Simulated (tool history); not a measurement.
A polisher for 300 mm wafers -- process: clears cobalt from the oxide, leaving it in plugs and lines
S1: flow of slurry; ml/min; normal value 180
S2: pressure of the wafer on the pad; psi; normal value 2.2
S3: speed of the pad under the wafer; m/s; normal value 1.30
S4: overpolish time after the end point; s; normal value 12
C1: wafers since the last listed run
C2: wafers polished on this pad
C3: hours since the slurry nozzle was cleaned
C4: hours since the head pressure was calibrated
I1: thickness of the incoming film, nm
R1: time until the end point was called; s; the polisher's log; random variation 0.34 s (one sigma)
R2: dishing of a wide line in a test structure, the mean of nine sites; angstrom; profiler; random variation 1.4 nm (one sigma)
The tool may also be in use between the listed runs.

run,hour,S1,S2,S3,S4,C1,C2,C3,C4,I1,R1,R2
1,0.0,180,2.2,1.30,12,0,405,268.0,465.9,159.7,21.4,639
2,32.0,180,2.2,1.30,12,440,845,300.0,497.9,159.2,21.0,625
3,100.7,135,2.2,1.30,12,944,1790,368.7,566.6,160.7,23.4,606
# hour 118.8: slurry nozzle cleaned
# hour 171.2: head pressure recalibrated
4,240.7,135,2.2,1.30,12,1884,3674,121.9,69.5,159.2,22.6,624
5,309.2,180,2.2,0.94,12,942,4616,190.4,138.0,159.7,27.6,546
6,362.5,180,2.2,1.30,8,732,5349,243.7,191.3,162.0,23.9,445
7,398.5,180,2.2,1.30,8,495,5844,279.7,227.3,162.1,25.8,456
# hour 409.9: worn pad replaced by a new one
8,424.2,180,2.2,1.30,12,298,196,305.4,253.0,158.5,21.0,632
9,473.5,180,2.2,1.30,12,677,874,354.7,302.3,160.7,22.0,617
# hour 494.0: slurry nozzle cleaned
10,538.8,180,2.2,1.66,12,884,1758,44.8,367.6,162.5,18.5,736
11,583.1,180,2.2,1.66,12,609,2367,89.1,411.9,158.5,17.7,731
12,610.9,180,2.2,1.66,12,382,2749,116.9,439.7,161.6,18.5,689
13,677.0,180,2.2,1.30,12,909,3658,183.0,505.8,162.3,22.8,647
# hour 705.6: head pressure recalibrated
14,715.4,180,2.2,1.30,12,500,4159,221.4,9.8,160.8,22.7,643
15,740.4,180,2.2,0.96,18,343,4503,246.4,34.8,160.3,26.3,733
16,773.5,180,2.2,1.30,12,455,4958,279.5,67.9,160.8,23.9,609
# hour 823.0: worn pad replaced by a new one
17,844.3,180,2.8,1.30,6,918,292,350.3,138.7,160.8,17.9,455
# hour 897.3: slurry nozzle cleaned
18,900.3,120,2.2,1.30,14,756,1049,3.0,194.7,160.3,21.1,700
19,934.0,180,2.2,1.18,12,463,1512,36.7,228.4,159.6,22.5,645
20,983.5,160,1.5,1.30,12,680,2193,86.2,277.9,160.0,28.0,546
21,1046.2,180,2.2,1.72,6,862,3055,148.9,340.6,160.1,17.9,459
22,1095.3,180,2.8,0.92,12,675,3730,198.0,389.7,157.2,22.0,639
23,1146.3,135,2.2,1.10,12,701,4432,249.0,440.7,161.7,27.4,581
24,1183.6,180,1.9,1.30,12,512,4944,286.3,478.0,157.6,25.3,573
# hour 1214.9: worn pad replaced by a new one
25,1223.1,180,2.2,1.58,12,488,112,325.8,517.5,159.9,18.7,663
# hour 1269.0: slurry nozzle cleaned
# hour 1338.3: head pressure recalibrated
26,1437.9,180,2.2,1.30,12,2912,3025,168.9,99.6,160.1,22.0,654
27,1481.6,135,1.9,0.88,12,600,3626,212.6,143.3,160.4,32.1,492
28,1519.1,235,2.2,0.92,8,515,4142,250.1,180.8,160.0,26.9,423
29,1573.7,180,1.7,1.00,12,750,4893,304.7,235.4,158.1,32.7,493
# hour 1594.3: worn pad replaced by a new one
30,1623.4,180,2.2,1.30,12,628,399,354.4,285.1,157.8,21.5,636
31,1655.8,180,2.2,1.30,12,445,845,386.8,317.5,161.0,22.6,638
# hour 1675.6: slurry nozzle cleaned
32,1726.5,235,2.0,1.44,12,958,1803,50.9,388.2,160.4,20.6,671
33,1764.0,125,1.9,1.30,12,515,2319,88.4,425.7,161.9,25.7,599
34,1811.3,180,2.2,1.74,17,650,2970,135.7,473.0,160.7,17.6,838

What if the next run were any one of these 4? Each begins from the tool's condition after run 34:
A,1811.7,180,2.2,1.30,12,5,2975,136.1,473.4,160.8,?,?
B,1811.7,180,2.4,1.30,12,5,2975,136.1,473.4,160.8,?,?
C,1811.7,180,2.2,1.54,12,5,2975,136.1,473.4,160.8,?,?
D,1811.7,240,1.8,1.30,12,5,2975,136.1,473.4,160.8,?,?

run,R1,R2
A,22.4,635
B,21.0,659
C,20.1,674
D,24.8,596
Stripped of hidden state, with their random variation kept, the same runs would have yielded:
run,R1,R2
A,20.9,661
B,19.6,685
C,18.8,700
D,23.3,620
